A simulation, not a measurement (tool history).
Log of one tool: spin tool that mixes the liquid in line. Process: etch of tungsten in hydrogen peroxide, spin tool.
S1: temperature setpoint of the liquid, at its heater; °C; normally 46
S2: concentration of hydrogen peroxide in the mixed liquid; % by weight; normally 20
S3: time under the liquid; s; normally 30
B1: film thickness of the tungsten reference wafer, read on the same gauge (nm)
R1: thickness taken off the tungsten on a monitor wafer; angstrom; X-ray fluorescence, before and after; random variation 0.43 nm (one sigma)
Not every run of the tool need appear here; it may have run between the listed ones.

{"run": 1, "day": 0.0, "S1": 40.5, "S2": 20, "S3": 30, "B1": 99.98, "R1": 336.2}
{"run": 2, "day": 2.862, "S1": 40.5, "S2": 20, "S3": 30, "B1": 100, "R1": 335.5}
{"run": 3, "day": 4.267, "S1": 40.5, "S2": 20, "S3": 30, "B1": 100.05, "R1": 329.4}
{"run": 4, "day": 6.95, "S1": 46, "S2": 16, "S3": 30, "B1": 99.94, "R1": 426.2}
{"day": 8.208, "done": "new drum of peroxide connected"}
{"run": 5, "day": 8.312, "S1": 46, "S2": 20, "S3": 40, "B1": 100.02, "R1": 635.7}
{"run": 6, "day": 11.229, "S1": 39.5, "S2": 20, "S3": 45, "B1": 99.98, "R1": 466.3}
{"run": 7, "day": 12.275, "S1": 46, "S2": 20, "S3": 15, "B1": 99.96, "R1": 238.3}
{"run": 8, "day": 15.038, "S1": 46, "S2": 20, "S3": 30, "B1": 100, "R1": 475.2}
{"run": 9, "day": 17.871, "S1": 54.5, "S2": 22, "S3": 20, "B1": 100.04, "R1": 563.9}
{"run": 10, "day": 22.962, "S1": 46, "S2": 26, "S3": 30, "B1": 100, "R1": 545}
{"day": 26.317, "done": "peroxide flow meter replaced"}
{"day": 27.892, "done": "thermometer replaced"}
{"run": 11, "day": 30.675, "S1": 48, "S2": 20, "S3": 30, "B1": 99.99, "R1": 511.8}
{"run": 12, "day": 32.346, "S1": 38.5, "S2": 18, "S3": 15, "B1": 99.96, "R1": 130.8}
{"day": 33.192, "done": "new drum of peroxide connected"}
{"run": 13, "day": 33.808, "S1": 46, "S2": 20, "S3": 30, "B1": 100, "R1": 449.7}
{"day": 34.446, "done": "heated supply line repaired"}
{"run": 14, "day": 35.412, "S1": 50.5, "S2": 20, "S3": 25, "B1": 100.05, "R1": 544.4}
{"run": 15, "day": 37.904, "S1": 50.5, "S2": 17, "S3": 45, "B1": 100.01, "R1": 926.3}
{"run": 16, "day": 39.754, "S1": 54, "S2": 25, "S3": 50, "B1": 99.96, "R1": 1534.5}
{"run": 17, "day": 40.888, "S1": 38.5, "S2": 18, "S3": 15, "B1": 99.99, "R1": 144.7}
{"run": 18, "day": 43.121, "S1": 46, "S2": 20, "S3": 50, "B1": 99.98, "R1": 842.6}
{"run": 19, "day": 44.321, "S1": 49, "S2": 23, "S3": 15, "B1": 99.97, "R1": 317.7}
{"run": 20, "day": 45.754, "S1": 41, "S2": 20, "S3": 20, "B1": 99.97, "R1": 239.8}
{"run": 21, "day": 48.221, "S1": 37.5, "S2": 20, "S3": 30, "B1": 100.04, "R1": 284.8}
{"run": 22, "day": 51.167, "S1": 40.5, "S2": 24.5, "S3": 20, "B1": 99.98, "R1": 260.8}
{"day": 54.675, "done": "new drum of peroxide connected"}
{"run": 23, "day": 55.55, "S1": 43, "S2": 23.5, "S3": 30, "B1": 100.01, "R1": 441.2}
{"run": 24, "day": 57.879, "S1": 46, "S2": 14.5, "S3": 30, "B1": 100, "R1": 428.4}
{"run": 25, "day": 59.192, "S1": 46, "S2": 18, "S3": 25, "B1": 99.99, "R1": 391.7}
{"run": 26, "day": 61.717, "S1": 46, "S2": 20, "S3": 30, "B1": 99.95, "R1": 493.7}

Exercise: give the hidden state of the tool at every run:
peroxide flow above the setpoint (%): 0 across all the runs
peroxide weaker than its label (%): 0 across all the runs
gauge reads high (%): 0 across all the runs
H1: liquid hotter than its thermometer reads (K)
H2: temperature lost on the way to the wafer (K)
run=1 H1=0.714 H2=1.28
run=2 H1=0.741 H2=1.31
run=3 H1=0.754 H2=1.33
run=4 H1=0.779 H2=1.36
run=5 H1=0.792 H2=1.38
run=6 H1=0.819 H2=1.42
run=7 H1=0.828 H2=1.43
run=8 H1=0.854 H2=1.46
run=9 H1=0.88 H2=1.5
run=10 H1=0.928 H2=1.56
run=11 H1=0.149 H2=1.66
run=12 H1=0.164 H2=1.68
run=13 H1=0.178 H2=1.7
run=14 H1=0.193 H2=0.0228
run=15 H1=0.216 H2=0.0539
run=16 H1=0.233 H2=0.0769
run=17 H1=0.244 H2=0.091
run=18 H1=0.264 H2=0.119
run=19 H1=0.276 H2=0.134
run=20 H1=0.289 H2=0.152
run=21 H1=0.312 H2=0.182
run=22 H1=0.339 H2=0.219
run=23 H1=0.38 H2=0.274
run=24 H1=0.401 H2=0.303
run=25 H1=0.414 H2=0.319
run=26 H1=0.437 H2=0.35
